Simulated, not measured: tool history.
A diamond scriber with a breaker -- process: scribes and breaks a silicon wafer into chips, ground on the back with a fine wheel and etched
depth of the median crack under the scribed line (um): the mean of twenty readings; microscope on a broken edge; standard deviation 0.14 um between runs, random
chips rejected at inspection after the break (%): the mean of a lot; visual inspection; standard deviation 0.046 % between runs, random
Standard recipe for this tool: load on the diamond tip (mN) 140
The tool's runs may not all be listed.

run	hour	load on the diamond tip (mN)	incoming depth of the damage left on the back of the incoming wafer, um	depth of the median crack under the scribed line (um)	chips rejected at inspection after the break (%)
1	0	120	0.5	9.34	1.58
2	68.4	120	0.68	9.32	1.56
3	138.6	118	0.53	9.25	1.71
4	168.4	118	0.5	9.4	1.71
5	224.9	118	0.35	9.38	1.51
6	252.6	130	0.38	10.5	0.98
7	310.9	167	0.75	13.62	12.88
8	337.2	140	0.69	11.36	2.94
9	400.3	156	0.32	12.45	9.45
10	443	156	0.66	12.67	8.5
# hour 467.4: load on the tip recalibrated
11	489.8	172	0.65	12.7	9.22
12	542.5	119	0.72	9	3.13
13	583	153	0.36	11.77	4.89
14	625.5	140	0.34	10.98	1.96
# hour 648.2: diamond tip replaced by a new one, of another model than before
15	657.9	109	0.76	8.82	3.44
16	715	152	0.43	12	4.37
17	743.3	140	0.47	10.95	1.87
18	787.3	112	0.77	9.25	1.78
19	841.9	155	0.79	11.83	5.67
20	899	129	0.64	10.35	1.13
21	943.3	123	0.45	10.39	0.77
22	985.3	111	0.38	9.28	1.68
23	1021.7	116	0.31	9.71	0.97
24	1081.8	175	0.31	13.11	13.99
25	1138.9	140	0.71	11.22	3.18

Predict each of these 5 candidate next runs independently; none follows another, all start after run 25:
A	1139.6	140	0.65	?	?
B	1139.6	159	0.65	?	?
C	1139.6	173	0.65	?	?
D	1139.6	168	0.65	?	?
E	1139.6	121	0.65	?	?

run	depth of the median crack under the scribed line (um)	chips rejected at inspection after the break (%)
A	11.21	2.7
B	12.38	7.33
C	13.21	11.61
D	12.92	10.03
E	9.98	0.71
With the hidden condition removed and each run's random variation left untouched, the same runs would have given:
run	depth of the median crack under the scribed line (um)	chips rejected at inspection after the break (%)
A	9.96	0.71
B	11	2.13
C	11.74	4.53
D	11.48	3.57
E	8.87	2.67
